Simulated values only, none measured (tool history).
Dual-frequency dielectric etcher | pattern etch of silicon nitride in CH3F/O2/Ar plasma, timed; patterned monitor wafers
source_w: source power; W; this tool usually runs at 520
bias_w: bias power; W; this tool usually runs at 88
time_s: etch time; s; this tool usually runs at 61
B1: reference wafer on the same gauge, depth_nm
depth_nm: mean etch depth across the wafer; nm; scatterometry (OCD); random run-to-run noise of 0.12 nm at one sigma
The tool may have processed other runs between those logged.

Run 1, day 0: usual settings but bias_w 72 W; B1 49.6. Result: depth_nm 44.6 nm.
Run 2, day 1.262: usual settings but bias_w 72 W; B1 49.6. Result: depth_nm 44.4 nm.
Run 3, day 3.992: usual settings but bias_w 72 W; B1 49.6. Result: depth_nm 44.5 nm.
Run 4, day 5.508: usual settings; B1 49.6. Result: depth_nm 50.3 nm.
Run 5, day 7.579: usual settings; B1 49.6. Result: depth_nm 50.1 nm.
Run 6, day 10.388: usual settings but source_w 600 W; B1 49.6. Result: depth_nm 52 nm.
Run 7, day 13.038: usual settings but source_w 600 W; B1 49.6. Result: depth_nm 52.1 nm.
Run 8, day 14.425: usual settings but source_w 600 W; B1 49.6. Result: depth_nm 51.9 nm.
At day 16.271: wet clean of the chamber.
Run 9, day 16.775: usual settings; B1 49.6. Result: depth_nm 50 nm.
At day 19.146: upper electrode replaced.
Run 10, day 19.167: usual settings; B1 49.6. Result: depth_nm 50.1 nm.
Run 11, day 19.825: usual settings; B1 49.6. Result: depth_nm 50 nm.
Run 12, day 21.321: usual settings; B1 49.6. Result: depth_nm 50 nm.
At day 23.875: source power generator calibrated.
Run 13, day 23.896: usual settings; B1 49.6. Result: depth_nm 50.1 nm.
Run 14, day 25.158: usual settings; B1 49.6. Result: depth_nm 50.3 nm.
At day 26.283: bias power generator calibrated.
Run 15, day 26.804: usual settings but bias_w 73 W, time_s 76 s; B1 49.6. Result: depth_nm 55.9 nm.
Run 16, day 28.733: usual settings but source_w 620 W, bias_w 103 W, time_s 43.5 s; B1 49.6. Result: depth_nm 40.8 nm.
Run 17, day 30.488: usual settings but source_w 590 W, time_s 56 s; B1 49.6. Result: depth_nm 47.6 nm.
At day 31.533: gauge calibrated.
Run 18, day 31.629: usual settings but source_w 570 W, bias_w 108 W, time_s 74.5 s; B1 49.6. Result: depth_nm 70.3 nm.
At day 33.838: wet clean of the chamber.
Run 19, day 33.858: usual settings; B1 49.6. Result: depth_nm 50 nm.
Run 20, day 37.979: usual settings but source_w 550 W; B1 49.6. Result: depth_nm 50.9 nm.
Run 21, day 40.312: usual settings but source_w 580 W; B1 49.6. Result: depth_nm 51.4 nm.
Run 22, day 42.312: usual settings but source_w 580 W, bias_w 105 W, time_s 47 s; B1 49.6. Result: depth_nm 43.8 nm.
Run 23, day 43.829: usual settings but source_w 620 W, time_s 48.5 s; B1 49.6. Result: depth_nm 41.8 nm.
Run 24, day 46.467: usual settings; B1 49.6. Result: depth_nm 50 nm.
Run 25, day 48.017: usual settings but source_w 450 W, bias_w 101 W, time_s 42.5 s; B1 49.6. Result: depth_nm 36.2 nm.
At day 51.433: wet clean of the chamber.
Run 26, day 51.454: usual settings but source_w 430 W; B1 49.6. Result: depth_nm 47.6 nm.
Run 27, day 53.029: usual settings but bias_w 80 W; B1 49.6. Result: depth_nm 47.2 nm.

Branching from run 27: 4 alternative next runs. What would each branch give?
Run A, day 53.046: usual settings but time_s 78 s; B1 ?. Result: depth_nm ?.
Run B, day 53.046: usual settings but time_s 48.5 s; B1 ?. Result: depth_nm ?.
Run C, day 53.046: usual settings but source_w 650 W, bias_w 68 W; B1 ?. Result: depth_nm ?.
Run D, day 53.046: usual settings but source_w 420 W, bias_w 76 W, time_s 44.5 s; B1 ?. Result: depth_nm ?.

run    B1  depth_nm
  A  49.6        64
  B  49.6      39.8
  C  49.6      45.9
  D  49.6      31.7
Without the tool's hidden state the same runs would have given:
run  depth_nm
  A        64
  B      39.8
  C      45.9
  D      31.7
